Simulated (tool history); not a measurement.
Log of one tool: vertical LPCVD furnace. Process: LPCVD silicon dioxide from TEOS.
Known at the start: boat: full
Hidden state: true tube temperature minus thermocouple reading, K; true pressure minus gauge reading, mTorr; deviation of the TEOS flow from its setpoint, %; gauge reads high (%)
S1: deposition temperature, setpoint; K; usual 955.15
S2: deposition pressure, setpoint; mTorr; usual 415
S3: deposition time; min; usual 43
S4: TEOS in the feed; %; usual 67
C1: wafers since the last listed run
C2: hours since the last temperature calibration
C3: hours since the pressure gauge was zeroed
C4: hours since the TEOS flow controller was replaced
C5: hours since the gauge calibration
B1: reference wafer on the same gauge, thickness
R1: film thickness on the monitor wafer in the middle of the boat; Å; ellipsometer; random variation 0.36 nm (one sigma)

run,hour,S1,S2,S3,S4,C1,C2,C3,C4,C5,B1,R1
1,0,961.15,415,43,67,0,1708.4,3708.1,5699.4,595.2,266.04,2996.3
2,11.6,961.15,415,43,67,259,1720,3719.7,5711,606.8,266.05,3000.4
# hour 17.2: gauge calibrated
3,20.5,955.15,385,43,67,198,1728.9,3728.6,5719.9,3.3,265.93,2507.9
4,31.2,955.15,385,43,67,239,1739.6,3739.3,5730.6,14,266,2506.9
5,42.2,955.15,415,39.5,67,245,1750.6,3750.3,5741.6,25,265.99,2392.3
# hour 71.6: pressure gauge zeroed
6,72.1,955.15,415,39.5,67,131,1780.5,0.5,5771.5,54.9,265.98,2390.5
7,75.8,955.15,340,33.5,67,82,1784.2,4.2,5775.2,58.6,266.04,1841
8,82,955.15,340,33.5,67,138,1790.4,10.4,5781.4,64.8,265.99,1836.8
9,97.6,955.15,415,43,67,348,1806,26,5797,80.4,266.01,2608.5
10,112,963.15,415,43,77,321,1820.4,40.4,5811.4,94.8,265.98,3386.2
11,123.5,943.15,415,32.5,67,256,1831.9,51.9,5822.9,106.3,266.02,1469
# hour 151.6: thermocouples replaced and temperature profile calibrated
12,152.1,948.15,505,28.5,60,102,0.5,80.5,5851.5,134.9,266.01,1433.3
13,155.8,943.15,350,43,56,82,4.2,84.2,5855.2,138.6,265.89,1536.2
14,159.4,960.15,380,31,67,80,7.8,87.8,5858.8,142.2,265.96,1907.3
15,165.4,955.15,415,43,67,134,13.8,93.8,5864.8,148.2,265.96,2453.6
# hour 202: TEOS flow controller replaced
16,202.5,958.15,415,32,54,292,50.9,130.9,0.5,185.3,266.13,1776.1
17,206.2,955.15,415,60,80,82,54.6,134.6,4.2,189,266.07,3762
18,209.8,944.15,415,31.5,67,80,58.2,138.2,7.8,192.6,266.11,1383.6
19,220.3,960.15,380,31,67,234,68.7,148.7,18.3,203.1,265.96,1922.5
20,228.1,949.15,360,28.5,64,174,76.5,156.5,26.1,210.9,265.99,1293.8
21,235.4,955.15,415,43,54,163,83.8,163.8,33.4,218.2,266.01,2222.2
22,247.2,946.15,335,35,63,263,95.6,175.6,45.2,230,265.99,1409.7
23,294.7,955.15,380,43,67,1061,143.1,223.1,92.7,277.5,266,2376.8
24,305,955.15,415,43,67,230,153.4,233.4,103,287.8,266.04,2489.1
25,322.8,955.15,415,26,59,397,171.2,251.2,120.8,305.6,266.15,1410.8
26,330.8,951.15,415,43,67,178,179.2,259.2,128.8,313.6,265.96,2266.7
27,339.4,955.15,415,43,67,192,187.8,267.8,137.4,322.2,265.92,2505.3
28,348.1,955.15,415,43,67,194,196.5,276.5,146.1,330.9,266.1,2501.1
29,359.2,955.15,510,43,67,247,207.6,287.6,157.2,342,265.89,2766.6
30,366.8,951.15,415,43,67,169,215.2,295.2,164.8,349.6,266.04,2275

Measured less the same run without the tool's hidden state. The same run-to-run variation is in both; the gauge's scatter may not be:
run,R1
1,+207
2,+207.5
3,+175.8
4,+175.9
5,+168
6,+168.5
7,+129.8
8,+129.6
9,+184.4
10,+235.9
11,+106.7
12,+18.9
13,+21
14,+26
15,+35.4
16,+32.6
17,+70.8
18,+27.2
19,+38.6
20,+27.7
21,+48.5
22,+33
23,+65.3
24,+70.7
25,+42.3
26,+70.1
27,+78.7
28,+80.4
29,+91.4
30,+77.2

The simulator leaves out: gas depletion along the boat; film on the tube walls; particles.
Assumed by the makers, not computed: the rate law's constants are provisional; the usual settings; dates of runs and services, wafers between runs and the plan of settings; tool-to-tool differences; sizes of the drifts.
